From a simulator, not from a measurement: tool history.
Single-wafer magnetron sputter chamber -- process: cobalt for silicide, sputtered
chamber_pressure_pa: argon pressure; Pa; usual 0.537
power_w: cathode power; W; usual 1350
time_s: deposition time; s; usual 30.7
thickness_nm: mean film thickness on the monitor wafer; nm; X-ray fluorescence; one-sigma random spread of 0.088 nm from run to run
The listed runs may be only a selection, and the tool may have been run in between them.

run   hour  chamber_pressure_pa  power_w  time_s  wafers since the last listed run  wafers on the sputter target  hours since the last manometer calibration  hours since the magnet pack was replaced  hours since the gauge calibration  read-back reference wafer on the same gauge, thickness_nm  thickness_nm
  1      0                0.537     1350    30.7                                 0                          4042                                      1160.7                                    8547.9                              656.4                                                     20.905        18.186
  2   16.1                0.537     1350    30.7                               334                          4377                                      1176.8                                      8564                              672.5                                                     20.898         18.41
  3   42.9                0.537     1350    30.7                               556                          4934                                      1203.6                                    8590.8                              699.3                                                     20.896        18.436
  4   57.6                0.537     1350    30.7                               305                          5239                                      1218.3                                    8605.5                                714                                                     20.893        18.424
  5   79.4                0.537     1350    34.5                               453                          5692                                      1240.1                                    8627.3                              735.8                                                     20.883         20.48
  6   91.4                0.537     1350    34.5                               249                          5942                                      1252.1                                    8639.3                              747.8                                                     20.901        20.683
  7  109.2                0.537     1350    34.5                               369                          6311                                      1269.9                                    8657.1                              765.6                                                      20.91        20.404
  8  138.6                0.537     1350    34.7                               610                          6922                                      1299.3                                    8686.5                                795                                                     20.911        20.576
  9  172.1                0.537     1350    34.7                               696                          7619                                      1332.8                                      8720                              828.5                                                     20.868        20.687
       181  -- sputter target and shields replaced
 10  221.4                0.537     1350    34.7                               858                           839                                      1382.1                                    8769.3                              877.8                                                     20.895         21.04
 11  249.3                0.537     1100    30.7                               579                          1419                                        1410                                    8797.2                              905.7                                                     20.889        15.002
     262.3  -- gauge calibrated
 12  263.5                0.451     1350    30.7                               295                          1714                                      1424.2                                    8811.4                                1.2                                                     20.885        18.931
 13  294.5                0.537     1350    36.2                               644                          2358                                      1455.2                                    8842.4                               32.2                                                      20.88        21.725
 14    309                0.324     1500    30.7                               301                          2660                                      1469.7                                    8856.9                               46.7                                                     20.901         21.66
 15  322.2                0.537     1350    35.7                               274                          2934                                      1482.9                                    8870.1                               59.9                                                     20.893        21.359
 16  334.6                0.737     1500      26                               257                          3192                                      1495.3                                    8882.5                               72.3                                                      20.91        16.259
 17  383.5                0.401     1500    25.3                              1016                          4208                                      1544.2                                    8931.4                              121.2                                                       20.9        17.276
 18  415.8                0.537     1350    34.7                               671                          4879                                      1576.5                                    8963.7                              153.5                                                     20.881        20.491
 19  431.4                 0.48     1350    30.7                               324                          5203                                      1592.1                                    8979.3                              169.1                                                     20.909        18.533
 20  453.8                0.537     1350    30.7                               465                          5669                                      1614.5                                    9001.7                              191.5                                                     20.902        18.114
 21  469.2                0.537     1350    30.7                               320                          5989                                      1629.9                                    9017.1                              206.9                                                     20.893        18.119
     501.6  -- capacitance manometer re-zeroed and calibrated
 22    504                0.386     1350    25.5                               556                          6546                                         2.4                                    9051.9                              241.7                                                     20.884        15.692
 23  533.7                 0.37     1150    27.1                               617                          7163                                        32.1                                    9081.6                              271.4                                                     20.922        14.382
 24  558.6                0.537     1600    30.7                               517                          7680                                          57                                    9106.5                              296.3                                                     20.879        21.459
     571.5  -- sputter target and shields replaced
 25    572                0.659     1500    36.3                               112                             9                                        70.4                                    9119.9                              309.7                                                     20.882        24.194
     650.8  -- magnet pack replaced
 26  677.8                0.537     1350    34.7                              2032                          2041                                       176.2                                        27                              415.5                                                     20.893        20.903
 27  699.8                0.537     1350    30.7                               457                          2499                                       198.2                                        49                              437.5                                                     20.899        18.382
 28  733.8                0.537     1650    30.7                               706                          3205                                       232.2                                        83                              471.5                                                     20.897        22.505
 29  751.9                0.537     1350    30.7                               376                          3581                                       250.3                                     101.1                              489.6                                                     20.926        18.517
 30  784.2                0.537     1350    28.7                               671                          4252                                       282.6                                     133.4                              521.9                                                     20.922         17.21
 31  797.3                0.366     1350    28.4                               272                          4525                                       295.7                                     146.5                                535                                                     20.872        17.895
 32  823.7                0.355     1350    33.2                               548                          5073                                       322.1                                     172.9                              561.4                                                     20.887        20.877
 33  851.2                0.537     1350    32.3                               571                          5645                                       349.6                                     200.4                              588.9                                                     20.905        19.338

Run 34 has not been measured yet. What should we expect?
 34  870.8                0.482     1550    36.7                               407                          6052                                       369.2                                       220                              608.5                                                          ?             ?

read-back reference wafer on the same gauge, thickness_nm: 20.904
thickness_nm: 25.645 nm
Without the tool's hidden state the same run would have given thickness_nm 26.748 nm.

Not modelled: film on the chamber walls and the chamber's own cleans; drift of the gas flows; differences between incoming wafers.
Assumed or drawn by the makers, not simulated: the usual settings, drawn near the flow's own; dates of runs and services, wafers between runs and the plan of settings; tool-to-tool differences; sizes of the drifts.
